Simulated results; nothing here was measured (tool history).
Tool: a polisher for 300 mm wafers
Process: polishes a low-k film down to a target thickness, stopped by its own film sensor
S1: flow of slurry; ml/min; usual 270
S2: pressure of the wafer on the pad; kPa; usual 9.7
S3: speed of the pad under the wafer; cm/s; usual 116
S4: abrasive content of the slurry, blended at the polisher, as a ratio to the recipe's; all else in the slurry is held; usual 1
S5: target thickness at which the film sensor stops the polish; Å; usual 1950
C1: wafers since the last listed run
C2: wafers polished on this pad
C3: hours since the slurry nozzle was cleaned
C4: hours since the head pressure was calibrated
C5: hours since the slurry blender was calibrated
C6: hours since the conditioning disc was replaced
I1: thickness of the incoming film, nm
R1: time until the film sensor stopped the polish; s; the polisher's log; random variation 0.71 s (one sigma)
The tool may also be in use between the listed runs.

{"run": 1, "hour": 0.0, "S1": 270, "S2": 9.7, "S3": 116, "S4": 1.15, "S5": 1950, "C1": 0, "C2": 2665, "C3": 377.4, "C4": 783.8, "C5": 265.5, "C6": 296, "I1": 217, "R1": 64.2}
{"hour": 11.6, "done": "worn pad replaced by a new one"}
{"run": 2, "hour": 28.9, "S1": 270, "S2": 9.7, "S3": 116, "S4": 1, "S5": 1980, "C1": 372, "C2": 258, "C3": 406.3, "C4": 812.7, "C5": 294.4, "C6": 324.9, "I1": 221.6, "R1": 68.5}
{"hour": 60.2, "done": "head pressure recalibrated"}
{"run": 3, "hour": 64.1, "S1": 270, "S2": 9.7, "S3": 116, "S4": 1, "S5": 1980, "C1": 497, "C2": 755, "C3": 441.5, "C4": 3.9, "C5": 329.6, "C6": 360.1, "I1": 219.4, "R1": 63.5}
{"run": 4, "hour": 99.6, "S1": 270, "S2": 9.7, "S3": 116, "S4": 1, "S5": 1980, "C1": 531, "C2": 1286, "C3": 477, "C4": 39.4, "C5": 365.1, "C6": 395.6, "I1": 216.8, "R1": 57.3}
{"run": 5, "hour": 118.6, "S1": 270, "S2": 9.7, "S3": 116, "S4": 1, "S5": 1950, "C1": 284, "C2": 1571, "C3": 496, "C4": 58.4, "C5": 384.1, "C6": 414.6, "I1": 223.5, "R1": 85.6}
{"run": 6, "hour": 141.2, "S1": 270, "S2": 9.7, "S3": 88, "S4": 0.95, "S5": 1950, "C1": 338, "C2": 1909, "C3": 518.6, "C4": 81, "C5": 406.7, "C6": 437.2, "I1": 219.2, "R1": 90.8}
{"run": 7, "hour": 157.6, "S1": 270, "S2": 9.7, "S3": 116, "S4": 1, "S5": 1950, "C1": 245, "C2": 2155, "C3": 535, "C4": 97.4, "C5": 423.1, "C6": 453.6, "I1": 219.6, "R1": 75.9}
{"run": 8, "hour": 175.3, "S1": 200, "S2": 9.7, "S3": 136, "S4": 1, "S5": 1950, "C1": 265, "C2": 2420, "C3": 552.7, "C4": 115.1, "C5": 440.8, "C6": 471.3, "I1": 217.3, "R1": 64.6}
{"hour": 188.8, "done": "worn pad replaced by a new one"}
{"run": 9, "hour": 195.5, "S1": 270, "S2": 9.7, "S3": 116, "S4": 1, "S5": 1950, "C1": 242, "C2": 100, "C3": 572.9, "C4": 135.3, "C5": 461, "C6": 491.5, "I1": 224.5, "R1": 85}
{"run": 10, "hour": 220.2, "S1": 195, "S2": 7.6, "S3": 78, "S4": 1, "S5": 1880, "C1": 369, "C2": 470, "C3": 597.6, "C4": 160, "C5": 485.7, "C6": 516.2, "I1": 219.3, "R1": 157}
{"hour": 226.4, "done": "slurry blender recalibrated"}
{"run": 11, "hour": 253.1, "S1": 230, "S2": 11, "S3": 116, "S4": 0.9, "S5": 1860, "C1": 462, "C2": 932, "C3": 630.5, "C4": 192.9, "C5": 26.7, "C6": 549.1, "I1": 222.1, "R1": 104.3}
{"hour": 296.4, "done": "slurry nozzle cleaned"}
{"run": 12, "hour": 314.9, "S1": 270, "S2": 9.7, "S3": 116, "S4": 1, "S5": 1950, "C1": 910, "C2": 1843, "C3": 18.5, "C4": 254.7, "C5": 88.5, "C6": 610.9, "I1": 216.3, "R1": 65.8}
{"run": 13, "hour": 335.8, "S1": 230, "S2": 9.7, "S3": 116, "S4": 1, "S5": 1950, "C1": 312, "C2": 2156, "C3": 39.4, "C4": 275.6, "C5": 109.4, "C6": 631.8, "I1": 219.9, "R1": 77.6}
{"hour": 361.2, "done": "conditioning disc replaced and pad reconditioned"}
{"hour": 364.4, "done": "worn pad replaced by a new one"}
{"run": 14, "hour": 365.2, "S1": 315, "S2": 9.7, "S3": 116, "S4": 1, "S5": 1950, "C1": 362, "C2": 11, "C3": 68.8, "C4": 305, "C5": 138.8, "C6": 4, "I1": 220.1, "R1": 70.4}
{"run": 15, "hour": 394.2, "S1": 355, "S2": 7.6, "S3": 148, "S4": 1, "S5": 2000, "C1": 434, "C2": 445, "C3": 97.8, "C4": 334, "C5": 167.8, "C6": 33, "I1": 221.4, "R1": 66.6}
{"run": 16, "hour": 428.7, "S1": 215, "S2": 7.6, "S3": 116, "S4": 1.25, "S5": 1950, "C1": 516, "C2": 962, "C3": 132.3, "C4": 368.5, "C5": 202.3, "C6": 67.5, "I1": 217.8, "R1": 80.3}
{"run": 17, "hour": 463.3, "S1": 200, "S2": 9, "S3": 130, "S4": 1, "S5": 1890, "C1": 518, "C2": 1480, "C3": 166.9, "C4": 403.1, "C5": 236.9, "C6": 102.1, "I1": 215.6, "R1": 83.6}
{"run": 18, "hour": 487.4, "S1": 270, "S2": 8.3, "S3": 116, "S4": 1, "S5": 1950, "C1": 360, "C2": 1841, "C3": 191, "C4": 427.2, "C5": 261, "C6": 126.2, "I1": 223.7, "R1": 103.2}
{"run": 19, "hour": 500.9, "S1": 355, "S2": 11.7, "S3": 116, "S4": 1.1, "S5": 1980, "C1": 202, "C2": 2043, "C3": 204.5, "C4": 440.7, "C5": 274.5, "C6": 139.7, "I1": 217.5, "R1": 46.5}
{"run": 20, "hour": 514.4, "S1": 355, "S2": 7.6, "S3": 148, "S4": 1, "S5": 2000, "C1": 202, "C2": 2245, "C3": 218, "C4": 454.2, "C5": 288, "C6": 153.2, "I1": 217, "R1": 56}
{"run": 21, "hour": 534.3, "S1": 270, "S2": 9.7, "S3": 116, "S4": 1, "S5": 1950, "C1": 297, "C2": 2543, "C3": 237.9, "C4": 474.1, "C5": 307.9, "C6": 173.1, "I1": 222.1, "R1": 82.8}
{"hour": 545.6, "done": "worn pad replaced by a new one"}
{"run": 22, "hour": 559.8, "S1": 295, "S2": 9.7, "S3": 116, "S4": 1, "S5": 1950, "C1": 321, "C2": 212, "C3": 263.4, "C4": 499.6, "C5": 333.4, "C6": 198.6, "I1": 217.7, "R1": 66.1}
{"run": 23, "hour": 580.6, "S1": 270, "S2": 9.7, "S3": 116, "S4": 1, "S5": 1950, "C1": 311, "C2": 524, "C3": 284.2, "C4": 520.4, "C5": 354.2, "C6": 219.4, "I1": 220, "R1": 75.4}
{"run": 24, "hour": 616.2, "S1": 270, "S2": 9.7, "S3": 116, "S4": 1, "S5": 1950, "C1": 533, "C2": 1057, "C3": 319.8, "C4": 556, "C5": 389.8, "C6": 255, "I1": 219.3, "R1": 75.3}
{"run": 25, "hour": 632.5, "S1": 245, "S2": 9.7, "S3": 138, "S4": 1.2, "S5": 1950, "C1": 244, "C2": 1301, "C3": 336.1, "C4": 572.3, "C5": 406.1, "C6": 271.3, "I1": 219.3, "R1": 61.5}

Hidden state or all else? Some run-to-run changes of R1, split into what the settings, what came in and random variation would give without the hidden state, and what is left for the hidden state (with any gauge scatter that isn't in both results):
The hidden state here: removal rate lost through wear of the pad, %; slurry flow missing at the pad, %; deviation of the head's pressure from its setpoint, %; abrasive missing from the slurry, %; time polished since the conditioner stopped cutting, s.
Run 9 -> 10: S1 270 -> 195, S2 9.7 -> 7.6, S3 116 -> 78, S5 1950 -> 1880. R1 +72 s: hidden state +4.8, all else +67.2.
Run 13 -> 14: S1 230 -> 315, conditioning disc replaced and pad reconditioned, worn pad replaced by a new one. R1 -7.2 s: hidden state -5.9, all else -1.3.
Run 18 -> 19: S1 270 -> 355, S2 8.3 -> 11.7, S4 1 -> 1.1, S5 1950 -> 1980. R1 -56.7 s: hidden state -4.1, all else -52.6.

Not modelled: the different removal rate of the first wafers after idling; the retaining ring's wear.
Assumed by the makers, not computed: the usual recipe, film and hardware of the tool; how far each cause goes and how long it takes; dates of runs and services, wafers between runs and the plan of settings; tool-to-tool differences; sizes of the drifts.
